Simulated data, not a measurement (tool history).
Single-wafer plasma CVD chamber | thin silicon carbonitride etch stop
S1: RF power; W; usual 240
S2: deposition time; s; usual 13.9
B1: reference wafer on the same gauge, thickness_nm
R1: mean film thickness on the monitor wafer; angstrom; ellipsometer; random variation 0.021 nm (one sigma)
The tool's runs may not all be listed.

| run | day | S1 | S2 | B1 | R1 |
|---|---|---|---|---|---|
| 1 | 0 | 240 | 12.8 | 7.983 | 82.59 |
| 2 | 0.908 | 240 | 12.8 | 7.98 | 82.79 |
| 3 | 2.167 | 240 | 12.8 | 7.976 | 82.27 |
| 4 | 3.617 | 240 | 13.9 | 7.981 | 89.49 |
| 5 | 4.983 | 240 | 13.9 | 7.978 | 89.78 |
| 6 | 6.325 | 240 | 13.3 | 7.978 | 85.85 |
| 7 | 7.283 | 275 | 13.9 | 7.979 | 92.41 |
| 8 | 9.85 | 275 | 13.9 | 7.978 | 92.6 |
| 9 | 11.121 | 275 | 13.9 | 7.982 | 92.98 |
| 10 | 12.388 | 240 | 13.9 | 7.98 | 90.2 |
|  | 12.921 | RF generator calibrated |
| 11 | 13.721 | 240 | 13.9 | 7.978 | 91.83 |
| 12 | 14.95 | 215 | 15.5 | 7.978 | 99.61 |
|  | 15.308 | thermocouple changed; heater temperature recalibrated |
|  | 15.917 | gauge calibrated |
| 13 | 16.267 | 240 | 13.9 | 7.978 | 91.87 |
| 14 | 17.738 | 240 | 13.9 | 7.98 | 91.31 |
| 15 | 19.021 | 240 | 13.9 | 7.98 | 91.04 |
| 16 | 19.725 | 240 | 13.9 | 7.979 | 91.27 |
| 17 | 20.575 | 240 | 13.9 | 7.981 | 91.39 |
| 18 | 23.321 | 260 | 11.4 | 7.979 | 75.81 |
| 19 | 24.367 | 255 | 13.9 | 7.979 | 92.21 |
| 20 | 25.762 | 260 | 13.9 | 7.981 | 92.76 |
| 21 | 26.775 | 210 | 12.8 | 7.982 | 81.22 |
|  | 27.238 | showerhead replaced, of another model than before |
| 22 | 27.879 | 225 | 15.4 | 7.981 | 99.66 |
| 23 | 28.796 | 255 | 16.3 | 7.979 | 107.76 |
| 24 | 30.254 | 195 | 14.7 | 7.982 | 94.06 |
| 25 | 31.333 | 225 | 11.6 | 7.978 | 75.54 |
| 26 | 32.712 | 240 | 13.9 | 7.981 | 91.03 |
| 27 | 33.721 | 205 | 11.3 | 7.979 | 72.72 |
| 28 | 34.696 | 195 | 16.2 | 7.983 | 103.32 |
| 29 | 35.588 | 270 | 15.1 | 7.979 | 100.61 |
| 30 | 36.496 | 260 | 12.2 | 7.978 | 80.66 |
| 31 | 37.846 | 240 | 15.3 | 7.981 | 100.36 |
| 32 | 38.917 | 240 | 13.9 | 7.974 | 91.27 |

What the log doesn't show, run by run:
wafer temperature above the value expected at the setpoint (K): 0 in every run
gauge reads high (%): 0 in every run
H1: delivered RF power above the setpoint (%)
| run | H1 |
|---|---|
| 1 | -8.87 |
| 2 | -8.89 |
| 3 | -8.93 |
| 4 | -8.96 |
| 5 | -8.99 |
| 6 | -9.01 |
| 7 | -9.03 |
| 8 | -9.08 |
| 9 | -9.1 |
| 10 | -9.12 |
| 11 | -0.399 |
| 12 | -0.839 |
| 13 | -1.28 |
| 14 | -1.75 |
| 15 | -2.13 |
| 16 | -2.33 |
| 17 | -2.56 |
| 18 | -3.26 |
| 19 | -3.5 |
| 20 | -3.81 |
| 21 | -4.02 |
| 22 | -4.24 |
| 23 | -4.41 |
| 24 | -4.68 |
| 25 | -4.86 |
| 26 | -5.08 |
| 27 | -5.23 |
| 28 | -5.38 |
| 29 | -5.5 |
| 30 | -5.62 |
| 31 | -5.79 |
| 32 | -5.92 |
